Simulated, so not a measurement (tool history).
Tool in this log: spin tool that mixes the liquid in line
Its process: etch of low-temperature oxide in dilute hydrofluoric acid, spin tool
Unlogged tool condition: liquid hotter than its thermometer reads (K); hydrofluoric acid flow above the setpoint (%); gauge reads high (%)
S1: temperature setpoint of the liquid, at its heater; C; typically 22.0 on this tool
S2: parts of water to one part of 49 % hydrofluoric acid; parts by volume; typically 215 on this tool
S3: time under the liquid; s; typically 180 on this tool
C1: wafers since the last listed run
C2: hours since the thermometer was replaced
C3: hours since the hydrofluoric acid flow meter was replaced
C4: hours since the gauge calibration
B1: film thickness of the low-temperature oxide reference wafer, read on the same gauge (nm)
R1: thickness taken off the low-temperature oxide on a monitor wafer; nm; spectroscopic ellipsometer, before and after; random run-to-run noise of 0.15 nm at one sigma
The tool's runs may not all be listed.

run    hour    S1   S2   S3   C1      C2      C3      C4      B1     R1
  1     0.0  22.0  215  120    0  2092.4  1938.2  2332.5  129.96  12.81
  2    39.0  22.0  215  120  323  2131.4  1977.2  2371.5  130.03  12.78
       67.3  -- hydrofluoric acid flow meter replaced
  3    81.2  22.0  215  180  341  2173.6    13.9  2413.7  130.01  17.93
  4   132.4  22.0  215  180  424  2224.8    65.1  2464.9  130.00  17.69
  5   222.9  22.0  215  180  749  2315.3   155.6  2555.4  129.99  17.88
  6   281.7  22.0  215  180  486  2374.1   214.4  2614.2  129.99  17.71
  7   370.5  22.0  215  180  735  2462.9   303.2  2703.0  130.00  17.85
  8   459.4  22.0  215  180  736  2551.8   392.1  2791.9  130.02  17.86
  9   496.3  22.0  300  180  305  2588.7   429.0  2828.8  130.00  11.80
 10   534.4  22.0  300  180  315  2626.8   467.1  2866.9  130.02  11.71
 11   595.6  22.0  215  180  506  2688.0   528.3  2928.1  130.02  17.99
 12   646.7  22.0  215  180  423  2739.1   579.4  2979.2  129.99  18.40
 13   706.4  24.5  215  280  494  2798.8   639.1  3038.9  130.00  31.05
      711.1  -- gauge calibrated
 14   775.3  19.0  215  210  570  2867.7   708.0    64.2  129.99  18.90
 15   828.8  20.0  295  235  443  2921.2   761.5   117.7  130.00  14.99
      830.9  -- thermometer replaced
 16   894.1  22.0  275  180  532    63.2   826.8   183.0  130.03  13.54
 17   930.5  22.0  215  180  301    99.6   863.2   219.4  129.98  18.43
 18   984.0  20.5  215  135  443   153.1   916.7   272.9  130.00  12.94
 19  1072.7  23.5  155  215  734   241.8  1005.4   361.6  129.99  34.48
 20  1136.8  22.0  215  180  530   305.9  1069.5   425.7  130.04  18.52

The next listed run, before its measurement:
 21  1173.5  22.0  145  180  303  342.6  1106.2  462.4   ?   ?

{"run 21": {"B1": 130.02, "R1": 29.42}}
Had the tool carried no hidden state, the very same run would have given R1 28.09 nm.
